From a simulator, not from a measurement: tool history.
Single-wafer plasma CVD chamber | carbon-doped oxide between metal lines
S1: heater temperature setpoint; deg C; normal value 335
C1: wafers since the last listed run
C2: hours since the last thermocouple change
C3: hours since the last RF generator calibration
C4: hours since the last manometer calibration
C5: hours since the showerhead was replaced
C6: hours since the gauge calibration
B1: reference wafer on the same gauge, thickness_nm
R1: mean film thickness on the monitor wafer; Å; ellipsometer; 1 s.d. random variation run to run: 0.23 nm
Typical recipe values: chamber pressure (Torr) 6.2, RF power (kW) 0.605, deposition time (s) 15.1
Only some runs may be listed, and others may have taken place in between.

Run 1, hour 0: usual settings; C1 0; C2 1941; C3 1121.9; C4 1625.6; C5 8054.9; C6 783.5; B1 114.369. Result: R1 998.35 Å.
Run 2, hour 40: usual settings; C1 1380; C2 1981; C3 1161.9; C4 1665.6; C5 8094.9; C6 823.5; B1 114.347. Result: R1 995.36 Å.
Run 3, hour 91.7: usual settings but deposition time (s) 12.8; C1 1784; C2 2032.7; C3 1213.6; C4 1717.3; C5 8146.6; C6 875.2; B1 114.38. Result: R1 845.92 Å.
Run 4, hour 130: usual settings but deposition time (s) 12.8; C1 1322; C2 2071; C3 1251.9; C4 1755.6; C5 8184.9; C6 913.5; B1 114.354. Result: R1 850.34 Å.
Run 5, hour 180: usual settings but deposition time (s) 12.8; C1 1726; C2 2121; C3 1301.9; C4 1805.6; C5 8234.9; C6 963.5; B1 114.441. Result: R1 848.81 Å.
At hour 193.5: thermocouple changed; heater temperature recalibrated.
Run 6, hour 226.9: usual settings but S1 343 deg C, chamber pressure (Torr) 7.01; C1 1342; C2 33.4; C3 1348.8; C4 1852.5; C5 8281.8; C6 1010.4; B1 114.423. Result: R1 970.08 Å.
Run 7, hour 262.9: usual settings but S1 343 deg C, chamber pressure (Torr) 7.01; C1 1242; C2 69.4; C3 1384.8; C4 1888.5; C5 8317.8; C6 1046.4; B1 114.453. Result: R1 968.51 Å.
At hour 296.8: showerhead replaced.
Run 8, hour 306.6: usual settings but RF power (kW) 0.575; C1 1232; C2 113.1; C3 1428.5; C4 1932.2; C5 9.8; C6 1090.1; B1 114.324. Result: R1 969.55 Å.
Run 9, hour 363.1: usual settings; C1 1950; C2 169.6; C3 1485; C4 1988.7; C5 66.3; C6 1146.6; B1 114.432. Result: R1 990.16 Å.
Run 10, hour 415.6: usual settings; C1 1812; C2 222.1; C3 1537.5; C4 2041.2; C5 118.8; C6 1199.1; B1 114.422. Result: R1 989.1 Å.
At hour 526.3: gauge calibrated.
At hour 568: capacitance manometer re-zeroed and calibrated.
Run 11, hour 627.5: usual settings; C1 7038; C2 434; C3 1749.4; C4 59.5; C5 330.7; C6 101.2; B1 114.426. Result: R1 993 Å.
Run 12, hour 659: usual settings but chamber pressure (Torr) 7.36; C1 1087; C2 465.5; C3 1780.9; C4 91; C5 362.2; C6 132.7; B1 114.484. Result: R1 1001.11 Å.
Run 13, hour 729.8: usual settings but S1 340 deg C, chamber pressure (Torr) 6.84, deposition time (s) 17.8; C1 2444; C2 536.3; C3 1851.7; C4 161.8; C5 433; C6 203.5; B1 114.397. Result: R1 1161.71 Å.
Run 14, hour 793: usual settings; C1 2181; C2 599.5; C3 1914.9; C4 225; C5 496.2; C6 266.7; B1 114.432. Result: R1 993.39 Å.
Run 15, hour 831.7: usual settings but S1 323 deg C, RF power (kW) 0.555, deposition time (s) 16.8; C1 1335; C2 638.2; C3 1953.6; C4 263.7; C5 534.9; C6 305.4; B1 114.387. Result: R1 1116.41 Å.
Run 16, hour 885.1: usual settings but S1 342 deg C, RF power (kW) 0.71; C1 1843; C2 691.6; C3 2007; C4 317.1; C5 588.3; C6 358.8; B1 114.362. Result: R1 1038.3 Å.
Run 17, hour 944.5: usual settings but chamber pressure (Torr) 7.18, RF power (kW) 0.72; C1 2050; C2 751; C3 2066.4; C4 376.5; C5 647.7; C6 418.2; B1 114.377. Result: R1 1091.84 Å.
Run 18, hour 1014.7: usual settings but S1 321 deg C, chamber pressure (Torr) 5.81, RF power (kW) 0.665, deposition time (s) 13; C1 2423; C2 821.2; C3 2136.6; C4 446.7; C5 717.9; C6 488.4; B1 114.364. Result: R1 943.58 Å.
Run 19, hour 1044.8: usual settings but RF power (kW) 0.535; C1 1039; C2 851.3; C3 2166.7; C4 476.8; C5 748; C6 518.5; B1 114.42. Result: R1 945.31 Å.
At hour 1055.9: RF generator calibrated.
Run 20, hour 1111.9: usual settings; C1 2040; C2 918.4; C3 56; C4 543.9; C5 815.1; C6 585.6; B1 114.397. Result: R1 997.96 Å.
Run 21, hour 1161.2: usual settings but S1 342 deg C, chamber pressure (Torr) 6.64; C1 1701; C2 967.7; C3 105.3; C4 593.2; C5 864.4; C6 634.9; B1 114.377. Result: R1 978.56 Å.
Run 22, hour 1215.9: usual settings but S1 339 deg C, RF power (kW) 0.55; C1 1888; C2 1022.4; C3 160; C4 647.9; C5 919.1; C6 689.6; B1 114.374. Result: R1 942.48 Å.
Run 23, hour 1268.9: usual settings but chamber pressure (Torr) 5.07, deposition time (s) 17.7; C1 1829; C2 1075.4; C3 213; C4 700.9; C5 972.1; C6 742.6; B1 114.399. Result: R1 1137.41 Å.
Run 24, hour 1305.5: usual settings but RF power (kW) 0.68; C1 1263; C2 1112; C3 249.6; C4 737.5; C5 1008.7; C6 779.2; B1 114.442. Result: R1 1052.12 Å.
Run 25, hour 1341.5: usual settings but S1 349 deg C, deposition time (s) 16.1; C1 1242; C2 1148; C3 285.6; C4 773.5; C5 1044.7; C6 815.2; B1 114.409. Result: R1 1010.22 Å.
Run 26, hour 1407.5: usual settings but chamber pressure (Torr) 4.67; C1 2278; C2 1214; C3 351.6; C4 839.5; C5 1110.7; C6 881.2; B1 114.412. Result: R1 967.24 Å.
Run 27, hour 1478: usual settings but S1 344 deg C, RF power (kW) 0.7; C1 2433; C2 1284.5; C3 422.1; C4 910; C5 1181.2; C6 951.7; B1 114.342. Result: R1 1033.15 Å.

5 options for the next run, each taken on its own from the tool as it stands now. Forecast them:
Run A, hour 1478.4: usual settings; C1 13; C2 1284.9; C3 422.5; C4 910.4; C5 1181.6; C6 952.1; B1 ?. Result: R1 ?.
Run B, hour 1478.4: usual settings but chamber pressure (Torr) 6.79, RF power (kW) 0.705; C1 13; C2 1284.9; C3 422.5; C4 910.4; C5 1181.6; C6 952.1; B1 ?. Result: R1 ?.
Run C, hour 1478.4: usual settings but chamber pressure (Torr) 7.04, RF power (kW) 0.49, deposition time (s) 17.4; C1 13; C2 1284.9; C3 422.5; C4 910.4; C5 1181.6; C6 952.1; B1 ?. Result: R1 ?.
Run D, hour 1478.4: usual settings but S1 342 deg C; C1 13; C2 1284.9; C3 422.5; C4 910.4; C5 1181.6; C6 952.1; B1 ?. Result: R1 ?.
Run E, hour 1478.4: usual settings but chamber pressure (Torr) 6.7; C1 13; C2 1284.9; C3 422.5; C4 910.4; C5 1181.6; C6 952.1; B1 ?. Result: R1 ?.

run       B1       R1
  A  114.396   994.99
  B  114.396  1073.78
  C  114.396  1053.62
  D  114.396   969.34
  E  114.396  1001.61
Without the tool's unlogged condition, the same runs would have read:
run       R1
  A   987.35
  B  1065.53
  C  1045.53
  D   962.57
  E   993.91

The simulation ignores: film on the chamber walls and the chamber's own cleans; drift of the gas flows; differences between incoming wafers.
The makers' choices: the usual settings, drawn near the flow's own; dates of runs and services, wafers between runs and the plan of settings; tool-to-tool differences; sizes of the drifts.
